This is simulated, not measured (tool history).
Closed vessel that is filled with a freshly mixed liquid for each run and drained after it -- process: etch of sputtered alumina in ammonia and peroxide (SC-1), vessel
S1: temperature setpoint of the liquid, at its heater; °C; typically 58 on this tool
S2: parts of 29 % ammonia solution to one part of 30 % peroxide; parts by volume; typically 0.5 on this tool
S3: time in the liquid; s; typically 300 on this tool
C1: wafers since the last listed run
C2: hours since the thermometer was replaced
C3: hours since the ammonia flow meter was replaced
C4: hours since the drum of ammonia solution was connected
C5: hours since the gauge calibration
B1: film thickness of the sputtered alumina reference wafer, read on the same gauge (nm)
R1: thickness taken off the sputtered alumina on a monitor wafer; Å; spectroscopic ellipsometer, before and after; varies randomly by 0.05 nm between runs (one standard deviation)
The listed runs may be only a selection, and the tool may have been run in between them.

run 1 hour=0 | S1=58 S2=0.5 S3=375 | C1=0 C2=1137.1 C3=1319.1 C4=128.9 C5=233.4 | B1=49.99 | R1=191.5
run 2 hour=25.4 | S1=58 S2=0.5 S3=300 | C1=1973 C2=1162.5 C3=1344.5 C4=154.3 C5=258.8 | B1=50 | R1=152.7
run 3 hour=87.3 | S1=58 S2=0.5 S3=300 | C1=4808 C2=1224.4 C3=1406.4 C4=216.2 C5=320.7 | B1=50.01 | R1=152.4
run 4 hour=155.5 | S1=58 S2=0.5 S3=300 | C1=5298 C2=1292.6 C3=1474.6 C4=284.4 C5=388.9 | B1=50.01 | R1=152.4
-- hour=170.4 new drum of ammonia solution connected
run 5 hour=209.6 | S1=58 S2=0.5 S3=300 | C1=4125 C2=1346.7 C3=1528.7 C4=39.2 C5=443 | B1=50.01 | R1=153.6
run 6 hour=252.5 | S1=58 S2=0.5 S3=300 | C1=3332 C2=1389.6 C3=1571.6 C4=82.1 C5=485.9 | B1=50 | R1=153.1
run 7 hour=316.4 | S1=58 S2=0.5 S3=300 | C1=4964 C2=1453.5 C3=1635.5 C4=146 C5=549.8 | B1=50 | R1=153
run 8 hour=347 | S1=58 S2=0.5 S3=300 | C1=2377 C2=1484.1 C3=1666.1 C4=176.6 C5=580.4 | B1=49.97 | R1=152.1
run 9 hour=414.1 | S1=58 S2=0.5 S3=190 | C1=5212 C2=1551.2 C3=1733.2 C4=243.7 C5=647.5 | B1=50 | R1=96.9
-- hour=423 new drum of ammonia solution connected
run 10 hour=441.5 | S1=58 S2=0.5 S3=190 | C1=2050 C2=1578.6 C3=1760.6 C4=18.5 C5=674.9 | B1=50 | R1=97.2
run 11 hour=598.9 | S1=55 S2=0.7 S3=300 | C1=12227 C2=1736 C3=1918 C4=175.9 C5=832.3 | B1=50.01 | R1=134.7
-- hour=629.9 gauge calibrated
-- hour=652 thermometer replaced
run 12 hour=657.8 | S1=55 S2=0.7 S3=300 | C1=4498 C2=5.8 C3=1976.9 C4=234.8 C5=27.9 | B1=50 | R1=135
-- hour=693.8 new drum of ammonia solution connected
run 13 hour=698.8 | S1=58 S2=0.5 S3=300 | C1=3107 C2=46.8 C3=2017.9 C4=5 C5=68.9 | B1=50.01 | R1=154.1
-- hour=729.8 ammonia flow meter replaced
run 14 hour=730.3 | S1=58 S2=0.5 S3=375 | C1=2369 C2=78.3 C3=0.5 C4=36.5 C5=100.4 | B1=50 | R1=192.2
run 15 hour=769.6 | S1=58 S2=0.5 S3=190 | C1=3053 C2=117.6 C3=39.8 C4=75.8 C5=139.7 | B1=50 | R1=97.2
run 16 hour=822.5 | S1=51 S2=0.5 S3=195 | C1=4109 C2=170.5 C3=92.7 C4=128.7 C5=192.6 | B1=49.99 | R1=68.4
run 17 hour=875.1 | S1=52 S2=0.75 S3=225 | C1=4086 C2=223.1 C3=145.3 C4=181.3 C5=245.2 | B1=50 | R1=86.4
run 18 hour=937.1 | S1=58 S2=0.5 S3=410 | C1=4816 C2=285.1 C3=207.3 C4=243.3 C5=307.2 | B1=50 | R1=207.6
-- hour=958 new drum of ammonia solution connected
run 19 hour=973.5 | S1=58 S2=0.5 S3=300 | C1=2750 C2=321.5 C3=243.7 C4=15.5 C5=343.6 | B1=50 | R1=154
run 20 hour=1033.7 | S1=52 S2=0.75 S3=225 | C1=4676 C2=381.7 C3=303.9 C4=75.7 C5=403.8 | B1=50.02 | R1=86.7
run 21 hour=1101.8 | S1=52 S2=0.25 S3=470 | C1=5290 C2=449.8 C3=372 C4=143.8 C5=471.9 | B1=49.99 | R1=163.7
run 22 hour=1150 | S1=64 S2=0.7 S3=410 | C1=3744 C2=498 C3=420.2 C4=192 C5=520.1 | B1=49.99 | R1=292.6
run 23 hour=1174.7 | S1=51 S2=0.35 S3=300 | C1=1918 C2=522.7 C3=444.9 C4=216.7 C5=544.8 | B1=49.99 | R1=101.3
-- hour=1236 new drum of ammonia solution connected
run 24 hour=1243.9 | S1=58 S2=0.65 S3=300 | C1=5298 C2=591.9 C3=514.1 C4=7.9 C5=614 | B1=50.01 | R1=158.3
run 25 hour=1275.9 | S1=58 S2=0.5 S3=375 | C1=2485 C2=623.9 C3=546.1 C4=39.9 C5=646 | B1=49.98 | R1=192
run 26 hour=1347 | S1=55.5 S2=0.7 S3=300 | C1=5523 C2=695 C3=617.2 C4=111 C5=717.1 | B1=50 | R1=138
run 27 hour=1377.5 | S1=58 S2=0.5 S3=380 | C1=2369 C2=725.5 C3=647.7 C4=141.5 C5=747.6 | B1=50 | R1=194.2

Some steps in R1, run to run, broken into two amounts with sign: the step expected even without the hidden condition (settings, incoming material, random variation), and the rest, left for the hidden condition together with whatever gauge scatter is not in both the measured and the hidden-condition-free result:
Hidden conditions of the tool in this case: liquid colder than its thermometer reads (K); ammonia flow below the setpoint (%); ammonia solution weaker than its label (%); gauge reads high (%).
Run 4 -> 5: new drum of ammonia solution connected. R1 +1.2 Å: hidden state +1.6, all else -0.4.
Run 18 -> 19: S3 410 -> 300, new drum of ammonia solution connected. R1 -53.6 Å: hidden state +2.2, all else -55.8.
Run 21 -> 22: S1 52 -> 64, S2 0.25 -> 0.7, S3 470 -> 410. R1 +128.9 Å: hidden state -1.5, all else +130.4.
Run 22 -> 23: S1 64 -> 51, S2 0.7 -> 0.35, S3 410 -> 300. R1 -191.3 Å: hidden state +1.5, all else -192.8.

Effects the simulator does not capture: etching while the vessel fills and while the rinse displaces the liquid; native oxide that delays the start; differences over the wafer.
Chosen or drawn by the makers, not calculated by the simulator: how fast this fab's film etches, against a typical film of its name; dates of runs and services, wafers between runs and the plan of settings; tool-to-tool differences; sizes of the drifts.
